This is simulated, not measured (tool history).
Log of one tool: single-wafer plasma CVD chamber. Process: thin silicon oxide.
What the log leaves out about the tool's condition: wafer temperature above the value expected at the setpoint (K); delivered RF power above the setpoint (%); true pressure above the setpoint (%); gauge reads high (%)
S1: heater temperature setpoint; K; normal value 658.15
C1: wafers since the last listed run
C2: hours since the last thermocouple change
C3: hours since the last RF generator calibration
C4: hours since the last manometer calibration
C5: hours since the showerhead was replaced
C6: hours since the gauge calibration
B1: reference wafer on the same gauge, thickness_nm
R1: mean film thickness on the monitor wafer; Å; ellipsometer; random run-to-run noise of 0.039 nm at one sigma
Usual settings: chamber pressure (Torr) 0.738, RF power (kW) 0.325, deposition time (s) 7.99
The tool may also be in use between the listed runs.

{"run": 1, "hour": 0.0, "S1": 658.15, "chamber pressure (Torr)": 0.738, "RF power (kW)": 0.365, "deposition time (s)": 7.99, "C1": 0, "C2": 1570.7, "C3": 2069.5, "C4": 1923.4, "C5": 129.9, "C6": 1958.2, "B1": 15.712, "R1": 133.06}
{"hour": 58.6, "done": "capacitance manometer re-zeroed and calibrated"}
{"run": 2, "hour": 59.1, "S1": 658.15, "chamber pressure (Torr)": 0.738, "RF power (kW)": 0.325, "deposition time (s)": 8.77, "C1": 1228, "C2": 1629.8, "C3": 2128.6, "C4": 0.5, "C5": 189, "C6": 2017.3, "B1": 15.686, "R1": 144.9}
{"run": 3, "hour": 88.0, "S1": 658.15, "chamber pressure (Torr)": 0.738, "RF power (kW)": 0.325, "deposition time (s)": 8.77, "C1": 694, "C2": 1658.7, "C3": 2157.5, "C4": 29.4, "C5": 217.9, "C6": 2046.2, "B1": 15.695, "R1": 145.22}
{"run": 4, "hour": 114.0, "S1": 658.15, "chamber pressure (Torr)": 0.738, "RF power (kW)": 0.325, "deposition time (s)": 8.77, "C1": 624, "C2": 1684.7, "C3": 2183.5, "C4": 55.4, "C5": 243.9, "C6": 2072.2, "B1": 15.698, "R1": 145.25}
{"hour": 148.0, "done": "RF generator calibrated"}
{"run": 5, "hour": 172.2, "S1": 658.15, "chamber pressure (Torr)": 0.738, "RF power (kW)": 0.325, "deposition time (s)": 7.99, "C1": 1206, "C2": 1742.9, "C3": 24.2, "C4": 113.6, "C5": 302.1, "C6": 2130.4, "B1": 15.72, "R1": 132.24}
{"run": 6, "hour": 197.9, "S1": 658.15, "chamber pressure (Torr)": 0.738, "RF power (kW)": 0.325, "deposition time (s)": 7.99, "C1": 617, "C2": 1768.6, "C3": 49.9, "C4": 139.3, "C5": 327.8, "C6": 2156.1, "B1": 15.687, "R1": 131.78}
{"run": 7, "hour": 223.0, "S1": 658.15, "chamber pressure (Torr)": 0.738, "RF power (kW)": 0.325, "deposition time (s)": 7.99, "C1": 603, "C2": 1793.7, "C3": 75, "C4": 164.4, "C5": 352.9, "C6": 2181.2, "B1": 15.713, "R1": 131.86}
{"run": 8, "hour": 258.3, "S1": 658.15, "chamber pressure (Torr)": 0.738, "RF power (kW)": 0.325, "deposition time (s)": 7.99, "C1": 848, "C2": 1829, "C3": 110.3, "C4": 199.7, "C5": 388.2, "C6": 2216.5, "B1": 15.691, "R1": 132.36}
{"hour": 282.2, "done": "thermocouple changed; heater temperature recalibrated"}
{"run": 9, "hour": 312.6, "S1": 650.15, "chamber pressure (Torr)": 0.802, "RF power (kW)": 0.28, "deposition time (s)": 7.99, "C1": 1112, "C2": 30.4, "C3": 164.6, "C4": 254, "C5": 442.5, "C6": 2270.8, "B1": 15.7, "R1": 136.27}
{"hour": 341.5, "done": "gauge calibrated"}
{"run": 10, "hour": 353.1, "S1": 658.15, "chamber pressure (Torr)": 0.738, "RF power (kW)": 0.35, "deposition time (s)": 7.99, "C1": 973, "C2": 70.9, "C3": 205.1, "C4": 294.5, "C5": 483, "C6": 11.6, "B1": 15.711, "R1": 133.24}
{"run": 11, "hour": 421.1, "S1": 658.15, "chamber pressure (Torr)": 0.738, "RF power (kW)": 0.355, "deposition time (s)": 7.99, "C1": 1634, "C2": 138.9, "C3": 273.1, "C4": 362.5, "C5": 551, "C6": 79.6, "B1": 15.706, "R1": 134.1}
{"run": 12, "hour": 456.0, "S1": 658.15, "chamber pressure (Torr)": 0.738, "RF power (kW)": 0.275, "deposition time (s)": 7.99, "C1": 838, "C2": 173.8, "C3": 308, "C4": 397.4, "C5": 585.9, "C6": 114.5, "B1": 15.7, "R1": 127.47}
{"run": 13, "hour": 496.8, "S1": 646.15, "chamber pressure (Torr)": 0.738, "RF power (kW)": 0.325, "deposition time (s)": 7.99, "C1": 980, "C2": 214.6, "C3": 348.8, "C4": 438.2, "C5": 626.7, "C6": 155.3, "B1": 15.71, "R1": 132.54}
{"run": 14, "hour": 568.2, "S1": 665.15, "chamber pressure (Torr)": 0.889, "RF power (kW)": 0.325, "deposition time (s)": 7.99, "C1": 1716, "C2": 286, "C3": 420.2, "C4": 509.6, "C5": 698.1, "C6": 226.7, "B1": 15.701, "R1": 145.77}
{"run": 15, "hour": 625.3, "S1": 658.15, "chamber pressure (Torr)": 0.738, "RF power (kW)": 0.325, "deposition time (s)": 7.99, "C1": 1372, "C2": 343.1, "C3": 477.3, "C4": 566.7, "C5": 755.2, "C6": 283.8, "B1": 15.694, "R1": 131.34}
{"run": 16, "hour": 696.8, "S1": 668.15, "chamber pressure (Torr)": 0.635, "RF power (kW)": 0.375, "deposition time (s)": 7.2, "C1": 1718, "C2": 414.6, "C3": 548.8, "C4": 638.2, "C5": 826.7, "C6": 355.3, "B1": 15.686, "R1": 110.17}
{"run": 17, "hour": 723.2, "S1": 658.15, "chamber pressure (Torr)": 0.738, "RF power (kW)": 0.325, "deposition time (s)": 7.99, "C1": 634, "C2": 441, "C3": 575.2, "C4": 664.6, "C5": 853.1, "C6": 381.7, "B1": 15.697, "R1": 131.66}
{"run": 18, "hour": 771.3, "S1": 653.15, "chamber pressure (Torr)": 0.568, "RF power (kW)": 0.325, "deposition time (s)": 7.99, "C1": 1156, "C2": 489.1, "C3": 623.3, "C4": 712.7, "C5": 901.2, "C6": 429.8, "B1": 15.696, "R1": 111.95}
{"run": 19, "hour": 811.9, "S1": 658.15, "chamber pressure (Torr)": 0.835, "RF power (kW)": 0.325, "deposition time (s)": 8.81, "C1": 975, "C2": 529.7, "C3": 663.9, "C4": 753.3, "C5": 941.8, "C6": 470.4, "B1": 15.707, "R1": 154.62}
{"run": 20, "hour": 851.2, "S1": 665.15, "chamber pressure (Torr)": 0.575, "RF power (kW)": 0.26, "deposition time (s)": 6.76, "C1": 944, "C2": 569, "C3": 703.2, "C4": 792.6, "C5": 981.1, "C6": 509.7, "B1": 15.701, "R1": 90.8}
{"run": 21, "hour": 897.9, "S1": 658.15, "chamber pressure (Torr)": 0.738, "RF power (kW)": 0.325, "deposition time (s)": 7.99, "C1": 1122, "C2": 615.7, "C3": 749.9, "C4": 839.3, "C5": 1027.8, "C6": 556.4, "B1": 15.711, "R1": 130.72}
{"run": 22, "hour": 958.9, "S1": 658.15, "chamber pressure (Torr)": 0.738, "RF power (kW)": 0.325, "deposition time (s)": 7.12, "C1": 1466, "C2": 676.7, "C3": 810.9, "C4": 900.3, "C5": 1088.8, "C6": 617.4, "B1": 15.702, "R1": 115.94}
{"run": 23, "hour": 1018.4, "S1": 658.15, "chamber pressure (Torr)": 0.738, "RF power (kW)": 0.325, "deposition time (s)": 7.99, "C1": 1430, "C2": 736.2, "C3": 870.4, "C4": 959.8, "C5": 1148.3, "C6": 676.9, "B1": 15.698, "R1": 130.66}
{"run": 24, "hour": 1102.6, "S1": 671.15, "chamber pressure (Torr)": 0.885, "RF power (kW)": 0.3, "deposition time (s)": 7.99, "C1": 2023, "C2": 820.4, "C3": 954.6, "C4": 1044, "C5": 1232.5, "C6": 761.1, "B1": 15.692, "R1": 141.95}
{"run": 25, "hour": 1158.8, "S1": 658.15, "chamber pressure (Torr)": 0.677, "RF power (kW)": 0.325, "deposition time (s)": 8.62, "C1": 1350, "C2": 876.6, "C3": 1010.8, "C4": 1100.2, "C5": 1288.7, "C6": 817.3, "B1": 15.719, "R1": 133.11}
{"run": 26, "hour": 1209.7, "S1": 658.15, "chamber pressure (Torr)": 0.738, "RF power (kW)": 0.325, "deposition time (s)": 7.99, "C1": 1223, "C2": 927.5, "C3": 1061.7, "C4": 1151.1, "C5": 1339.6, "C6": 868.2, "B1": 15.723, "R1": 129.91}
{"run": 27, "hour": 1242.7, "S1": 658.15, "chamber pressure (Torr)": 0.79, "RF power (kW)": 0.3, "deposition time (s)": 7.99, "C1": 793, "C2": 960.5, "C3": 1094.7, "C4": 1184.1, "C5": 1372.6, "C6": 901.2, "B1": 15.725, "R1": 133.82}
{"run": 28, "hour": 1287.4, "S1": 658.15, "chamber pressure (Torr)": 0.738, "RF power (kW)": 0.325, "deposition time (s)": 7.99, "C1": 1074, "C2": 1005.2, "C3": 1139.4, "C4": 1228.8, "C5": 1417.3, "C6": 945.9, "B1": 15.688, "R1": 129.91}
{"run": 29, "hour": 1344.3, "S1": 658.15, "chamber pressure (Torr)": 0.881, "RF power (kW)": 0.325, "deposition time (s)": 8.88, "C1": 1367, "C2": 1062.1, "C3": 1196.3, "C4": 1285.7, "C5": 1474.2, "C6": 1002.8, "B1": 15.696, "R1": 161.04}

Here are 3 independent what-if runs from the current tool condition. What would each one return?
{"run": "A", "hour": 1344.7, "S1": 658.15, "chamber pressure (Torr)": 0.738, "RF power (kW)": 0.325, "deposition time (s)": 7.99, "C1": 9, "C2": 1062.5, "C3": 1196.7, "C4": 1286.1, "C5": 1474.6, "C6": 1003.2, "B1": "?", "R1": "?"}
{"run": "B", "hour": 1344.7, "S1": 658.15, "chamber pressure (Torr)": 0.582, "RF power (kW)": 0.305, "deposition time (s)": 7.53, "C1": 9, "C2": 1062.5, "C3": 1196.7, "C4": 1286.1, "C5": 1474.6, "C6": 1003.2, "B1": "?", "R1": "?"}
{"run": "C", "hour": 1344.7, "S1": 658.15, "chamber pressure (Torr)": 0.738, "RF power (kW)": 0.325, "deposition time (s)": 9.2, "C1": 9, "C2": 1062.5, "C3": 1196.7, "C4": 1286.1, "C5": 1474.6, "C6": 1003.2, "B1": "?", "R1": "?"}

run=A B1=15.687 R1=130.32
run=B B1=15.687 R1=105.06
run=C B1=15.687 R1=150.01
With no hidden state in the tool, these same runs would have given:
run=A R1=132.38
run=B R1=106.8
run=C R1=152.38
